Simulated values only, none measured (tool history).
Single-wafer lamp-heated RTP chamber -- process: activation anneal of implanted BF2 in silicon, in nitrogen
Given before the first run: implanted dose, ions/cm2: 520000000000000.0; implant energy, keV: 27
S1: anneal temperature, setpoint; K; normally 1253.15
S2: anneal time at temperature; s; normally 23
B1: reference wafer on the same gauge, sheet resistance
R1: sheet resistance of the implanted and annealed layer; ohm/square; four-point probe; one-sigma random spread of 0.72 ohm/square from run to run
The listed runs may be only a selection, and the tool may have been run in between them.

Run 1, day 0.000: usual settings but S1 1240.15 K; B1 234.95. Result: R1 242.28 ohm/square.
Run 2, day 0.525: usual settings; B1 234.88. Result: R1 235.27 ohm/square.
Run 3, day 1.762: usual settings but S1 1273.15 K, S2 16 s; B1 235.19. Result: R1 229.57 ohm/square.
Run 4, day 2.588: usual settings but S2 32 s; B1 235.10. Result: R1 232.20 ohm/square.
Run 5, day 3.275: usual settings but S2 32 s; B1 234.89. Result: R1 232.43 ohm/square.
Run 6, day 4.646: usual settings; B1 234.98. Result: R1 234.93 ohm/square.
Run 7, day 5.300: usual settings; B1 234.76. Result: R1 234.37 ohm/square.
Run 8, day 6.033: usual settings but S1 1236.15 K; B1 235.18. Result: R1 245.11 ohm/square.
Run 9, day 7.388: usual settings but S1 1235.15 K; B1 234.87. Result: R1 243.89 ohm/square.
Run 10, day 8.429: usual settings but S1 1235.15 K; B1 234.95. Result: R1 243.97 ohm/square.
Run 11, day 9.017: usual settings but S1 1235.15 K; B1 235.16. Result: R1 245.43 ohm/square.
Run 12, day 9.704: usual settings but S1 1232.15 K; B1 234.95. Result: R1 247.43 ohm/square.
Run 13, day 11.042: usual settings but S1 1232.15 K; B1 234.85. Result: R1 245.87 ohm/square.
At day 11.608: pyrometer window cleaned and pyrometer calibrated.
Run 14, day 11.788: usual settings; B1 234.91. Result: R1 231.75 ohm/square.
Run 15, day 12.300: usual settings; B1 234.81. Result: R1 230.70 ohm/square.
Run 16, day 13.262: usual settings; B1 234.76. Result: R1 229.87 ohm/square.
Run 17, day 14.712: usual settings but S1 1230.15 K; B1 235.28. Result: R1 241.87 ohm/square.
Run 18, day 16.158: usual settings; B1 235.08. Result: R1 229.21 ohm/square.
At day 16.875: pyrometer window cleaned and pyrometer calibrated, repeated, since the last time left the tool worse.
Run 19, day 16.904: usual settings; B1 234.95. Result: R1 237.22 ohm/square.
Run 20, day 18.200: usual settings; B1 235.03. Result: R1 236.81 ohm/square.
Run 21, day 19.371: usual settings but S1 1241.15 K, S2 28 s; B1 235.04. Result: R1 243.60 ohm/square.
At day 20.625: reflector plate cleaned.
Run 22, day 20.646: usual settings but S1 1225.15 K, S2 18 s; B1 235.08. Result: R1 265.49 ohm/square.
Run 23, day 22.017: usual settings but S1 1269.15 K, S2 14 s; B1 235.04. Result: R1 232.53 ohm/square.
Run 24, day 22.625: usual settings; B1 235.17. Result: R1 236.77 ohm/square.
Run 25, day 23.671: usual settings but S1 1228.15 K, S2 32 s; B1 235.02. Result: R1 251.74 ohm/square.
At day 24.262: gauge calibrated.
Run 26, day 25.012: usual settings but S1 1227.15 K, S2 16 s; B1 234.86. Result: R1 261.77 ohm/square.
Run 27, day 26.396: usual settings but S1 1279.15 K, S2 31 s; B1 235.17. Result: R1 226.38 ohm/square.
Run 28, day 27.238: usual settings but S1 1281.15 K; B1 235.20. Result: R1 226.24 ohm/square.
Run 29, day 27.967: usual settings but S2 18 s; B1 235.06. Result: R1 236.98 ohm/square.
Run 30, day 29.142: usual settings but S1 1270.15 K, S2 27 s; B1 234.76. Result: R1 229.33 ohm/square.
Run 31, day 29.992: usual settings but S1 1282.15 K; B1 235.05. Result: R1 225.94 ohm/square.
Run 32, day 31.033: usual settings but S2 10 s; B1 234.91. Result: R1 241.94 ohm/square.
Run 33, day 32.129: usual settings but S1 1224.15 K; B1 235.23. Result: R1 257.77 ohm/square.
Run 34, day 33.562: usual settings but S1 1269.15 K, S2 14 s; B1 235.02. Result: R1 232.08 ohm/square.
Run 35, day 34.738: usual settings; B1 234.99. Result: R1 233.52 ohm/square.
Run 36, day 35.779: usual settings but S1 1243.15 K, S2 36 s; B1 234.96. Result: R1 236.48 ohm/square.
Run 37, day 36.929: usual settings but S1 1240.15 K, S2 9 s; B1 234.91. Result: R1 248.95 ohm/square.

What if the next run were any one of these 4? Each begins from the tool's condition after run 37:
Run A, day 36.946: usual settings; B1 ?. Result: R1 ?.
Run B, day 36.946: usual settings but S1 1282.15 K, S2 35 s; B1 ?. Result: R1 ?.
Run C, day 36.946: usual settings but S1 1228.15 K, S2 15 s; B1 ?. Result: R1 ?.
Run D, day 36.946: usual settings but S2 37 s; B1 ?. Result: R1 ?.

run      B1      R1
  A  234.98  234.44
  B  234.98  222.91
  C  234.98  256.89
  D  234.98  231.23
Without the tool's unlogged condition, the same runs would have read:
run      R1
  A  237.25
  B  224.14
  C  263.05
  D  233.58
